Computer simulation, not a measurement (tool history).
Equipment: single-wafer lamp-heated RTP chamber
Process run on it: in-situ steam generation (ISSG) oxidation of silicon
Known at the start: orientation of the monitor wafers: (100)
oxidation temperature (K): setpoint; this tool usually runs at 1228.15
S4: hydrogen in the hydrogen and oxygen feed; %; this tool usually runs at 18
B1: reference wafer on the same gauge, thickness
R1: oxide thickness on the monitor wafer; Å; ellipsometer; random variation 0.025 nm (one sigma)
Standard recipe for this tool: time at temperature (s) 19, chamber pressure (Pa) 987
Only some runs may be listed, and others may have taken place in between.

Run 1, hour 0.0: usual settings; B1 4.131. Result: R1 47.17 Å.
At hour 41.6: pyrometer window cleaned and pyrometer calibrated.
Run 2, hour 42.1: usual settings; B1 4.127. Result: R1 45.83 Å.
Run 3, hour 44.1: usual settings; B1 4.116. Result: R1 45.86 Å.
Run 4, hour 50.5: usual settings; B1 4.119. Result: R1 45.82 Å.
Run 5, hour 57.0: usual settings; B1 4.122. Result: R1 45.48 Å.
Run 6, hour 65.9: usual settings; B1 4.137. Result: R1 45.99 Å.
Run 7, hour 76.8: usual settings but oxidation temperature (K) 1233.15, S4 15 %; B1 4.129. Result: R1 44.71 Å.
Run 8, hour 99.3: usual settings; B1 4.128. Result: R1 45.83 Å.
Run 9, hour 107.4: usual settings; B1 4.133. Result: R1 46.31 Å.
At hour 127.4: pressure gauge zeroed.
Run 10, hour 127.9: usual settings but time at temperature (s) 16, chamber pressure (Pa) 1080; B1 4.122. Result: R1 43.35 Å.
Run 11, hour 137.2: usual settings but time at temperature (s) 16; B1 4.133. Result: R1 43.01 Å.
Run 12, hour 143.8: usual settings but time at temperature (s) 16; B1 4.127. Result: R1 43.00 Å.
At hour 156.1: hydrogen flow controller replaced.
Run 13, hour 156.6: usual settings but time at temperature (s) 16; B1 4.124. Result: R1 43.29 Å.
Run 14, hour 159.9: usual settings but oxidation temperature (K) 1221.15, chamber pressure (Pa) 1080; B1 4.142. Result: R1 45.63 Å.
Run 15, hour 166.5: usual settings but oxidation temperature (K) 1211.15, time at temperature (s) 14, chamber pressure (Pa) 1093, S4 11 %; B1 4.132. Result: R1 34.96 Å.
Run 16, hour 178.7: usual settings but time at temperature (s) 11, chamber pressure (Pa) 1120, S4 28 %; B1 4.125. Result: R1 41.68 Å.
Run 17, hour 185.6: usual settings; B1 4.131. Result: R1 46.74 Å.
Run 18, hour 199.4: usual settings but chamber pressure (Pa) 1107, S4 11 %; B1 4.135. Result: R1 42.31 Å.
Run 19, hour 206.8: usual settings but oxidation temperature (K) 1210.15, time at temperature (s) 17, chamber pressure (Pa) 1173, S4 12 %; B1 4.122. Result: R1 38.30 Å.
Run 20, hour 214.6: usual settings but oxidation temperature (K) 1217.15, time at temperature (s) 25, chamber pressure (Pa) 933, S4 27 %; B1 4.126. Result: R1 55.66 Å.
Run 21, hour 236.9: usual settings but oxidation temperature (K) 1236.15; B1 4.129. Result: R1 47.89 Å.
At hour 242.4: gauge calibrated.
Run 22, hour 247.3: usual settings; B1 4.133. Result: R1 47.23 Å.
At hour 264.2: pyrometer window cleaned and pyrometer calibrated.
Run 23, hour 264.7: usual settings but time at temperature (s) 12, chamber pressure (Pa) 920, S4 28 %; B1 4.132. Result: R1 42.75 Å.
Run 24, hour 277.4: usual settings but chamber pressure (Pa) 1107, S4 11 %; B1 4.129. Result: R1 41.07 Å.
Run 25, hour 284.7: usual settings but chamber pressure (Pa) 1133; B1 4.134. Result: R1 45.94 Å.
Run 26, hour 301.1: usual settings but oxidation temperature (K) 1246.15, chamber pressure (Pa) 920, S4 11 %; B1 4.132. Result: R1 43.53 Å.
Run 27, hour 313.6: usual settings; B1 4.144. Result: R1 45.56 Å.
Run 28, hour 321.4: usual settings but oxidation temperature (K) 1233.15; B1 4.137. Result: R1 46.67 Å.
Run 29, hour 335.9: usual settings but oxidation temperature (K) 1245.15, time at temperature (s) 12; B1 4.129. Result: R1 40.30 Å.
Run 30, hour 347.0: usual settings but oxidation temperature (K) 1221.15, chamber pressure (Pa) 1080; B1 4.124. Result: R1 45.45 Å.

Predict each of these 5 candidate next runs independently; none follows another, all start after run 30:
Run A, hour 347.4: usual settings; B1 ?. Result: R1 ?.
Run B, hour 347.4: usual settings but oxidation temperature (K) 1215.15, time at temperature (s) 22, chamber pressure (Pa) 1120, S4 24 %; B1 ?. Result: R1 ?.
Run C, hour 347.4: usual settings but time at temperature (s) 24, chamber pressure (Pa) 1093; B1 ?. Result: R1 ?.
Run D, hour 347.4: usual settings but oxidation temperature (K) 1247.15, time at temperature (s) 12, chamber pressure (Pa) 1147; B1 ?. Result: R1 ?.
Run E, hour 347.4: usual settings but oxidation temperature (K) 1209.15, time at temperature (s) 24, chamber pressure (Pa) 1107, S4 14 %; B1 ?. Result: R1 ?.

run     B1     R1
  A  4.132  45.96
  B  4.132  50.12
  C  4.132  50.87
  D  4.132  40.27
  E  4.132  45.44
What these runs would have given with no unlogged condition in the tool:
run     R1
  A  45.40
  B  49.51
  C  50.19
  D  39.80
  E  44.90

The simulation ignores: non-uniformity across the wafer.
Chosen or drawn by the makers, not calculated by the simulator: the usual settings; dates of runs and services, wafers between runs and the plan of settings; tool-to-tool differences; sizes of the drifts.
